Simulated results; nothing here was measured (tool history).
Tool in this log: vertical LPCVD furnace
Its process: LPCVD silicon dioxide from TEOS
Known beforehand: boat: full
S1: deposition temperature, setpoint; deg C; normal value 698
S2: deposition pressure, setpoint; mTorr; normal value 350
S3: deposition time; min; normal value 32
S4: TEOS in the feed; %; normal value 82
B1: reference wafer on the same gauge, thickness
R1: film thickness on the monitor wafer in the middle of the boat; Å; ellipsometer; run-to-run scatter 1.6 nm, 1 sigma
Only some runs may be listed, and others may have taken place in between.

run 1 day=0 | S1=698 S2=350 S3=32 S4=82 | B1=316.4 | R1=3139.2
run 2 day=4.442 | S1=698 S2=350 S3=32 S4=82 | B1=316.99 | R1=3139.1
run 3 day=6.438 | S1=698 S2=350 S3=32 S4=82 | B1=317.04 | R1=3146.2
run 4 day=9.879 | S1=698 S2=290 S3=32 S4=82 | B1=317.72 | R1=2856.8
run 5 day=18.783 | S1=698 S2=290 S3=32 S4=82 | B1=317.23 | R1=2864.3
run 6 day=21.404 | S1=698 S2=290 S3=32 S4=82 | B1=317.03 | R1=2859.3
run 7 day=23.462 | S1=698 S2=350 S3=32 S4=82 | B1=317.81 | R1=3146.5
run 8 day=25.688 | S1=698 S2=350 S3=32 S4=82 | B1=316.83 | R1=3151.3
run 9 day=29.267 | S1=701 S2=290 S3=26 S4=73 | B1=317.16 | R1=2362.3
run 10 day=32.904 | S1=698 S2=350 S3=32 S4=82 | B1=316.62 | R1=3154.1
-- day=34.621 thermocouples replaced and temperature profile calibrated
-- day=35.596 TEOS flow controller replaced
run 11 day=35.617 | S1=687 S2=350 S3=32 S4=82 | B1=316.16 | R1=2534.5
run 12 day=38.088 | S1=698 S2=350 S3=32 S4=82 | B1=316.93 | R1=3274.2
run 13 day=40.304 | S1=698 S2=350 S3=32 S4=82 | B1=316.7 | R1=3259.9
run 14 day=44.788 | S1=698 S2=350 S3=32 S4=69 | B1=317.25 | R1=3038.6
run 15 day=48.171 | S1=698 S2=350 S3=20.5 S4=88 | B1=316.31 | R1=2213.6
run 16 day=49.796 | S1=698 S2=350 S3=32 S4=82 | B1=316.36 | R1=3293
run 17 day=54.154 | S1=698 S2=350 S3=32 S4=82 | B1=316.99 | R1=3316.8
run 18 day=58.629 | S1=702 S2=350 S3=32 S4=82 | B1=317.37 | R1=3648.6
-- day=61.392 thermocouples replaced and temperature profile calibrated, repeated, since the last time left the tool worse
run 19 day=62.408 | S1=698 S2=350 S3=36.5 S4=82 | B1=317.01 | R1=3462.7
-- day=62.575 gauge calibrated
run 20 day=64.662 | S1=703 S2=350 S3=21.5 S4=77 | B1=316.02 | R1=2223.7
run 21 day=67.654 | S1=698 S2=280 S3=23 S4=82 | B1=316.13 | R1=1951.2
run 22 day=70.988 | S1=698 S2=350 S3=32 S4=82 | B1=316.95 | R1=3060.9
run 23 day=73.95 | S1=692 S2=350 S3=32 S4=82 | B1=317.28 | R1=2660.1
-- day=77.833 pressure gauge zeroed
run 24 day=87.146 | S1=704 S2=410 S3=44 S4=93 | B1=317.08 | R1=5618
run 25 day=89.35 | S1=698 S2=390 S3=32 S4=82 | B1=317.13 | R1=3222.5
run 26 day=101.792 | S1=694 S2=350 S3=32 S4=75 | B1=316.93 | R1=2679.5
run 27 day=104.1 | S1=702 S2=270 S3=32 S4=73 | B1=317.41 | R1=2784.1
run 28 day=112.025 | S1=695 S2=350 S3=32 S4=94 | B1=316.85 | R1=3089.7
run 29 day=113.821 | S1=698 S2=350 S3=32 S4=82 | B1=317.25 | R1=3110.7
run 30 day=116.112 | S1=691 S2=400 S3=32 S4=96 | B1=317.46 | R1=3071.4
run 31 day=119.579 | S1=698 S2=350 S3=32 S4=95 | B1=316.77 | R1=3323.3
run 32 day=121.858 | S1=690 S2=350 S3=38.5 S4=74 | B1=316.65 | R1=2952.3

List, for all runs, the conditions of the tool that the log does not record:
true pressure minus gauge reading, mTorr: 0 across all the runs
deviation of the TEOS flow from its setpoint, %: 0 across all the runs
gauge reads high (%): 0 across all the runs
H1: true tube temperature minus thermocouple reading, K
run=1 H1=1.7
run=2 H1=1.72
run=3 H1=1.73
run=4 H1=1.74
run=5 H1=1.76
run=6 H1=1.77
run=7 H1=1.78
run=8 H1=1.78
run=9 H1=1.79
run=10 H1=1.8
run=11 H1=3.44
run=12 H1=3.51
run=13 H1=3.57
run=14 H1=3.69
run=15 H1=3.77
run=16 H1=3.81
run=17 H1=3.91
run=18 H1=4
run=19 H1=0.14
run=20 H1=0.204
run=21 H1=0.285
run=22 H1=0.372
run=23 H1=0.445
run=24 H1=0.734
run=25 H1=0.777
run=26 H1=0.993
run=27 H1=1.03
run=28 H1=1.14
run=29 H1=1.17
run=30 H1=1.2
run=31 H1=1.24
run=32 H1=1.27
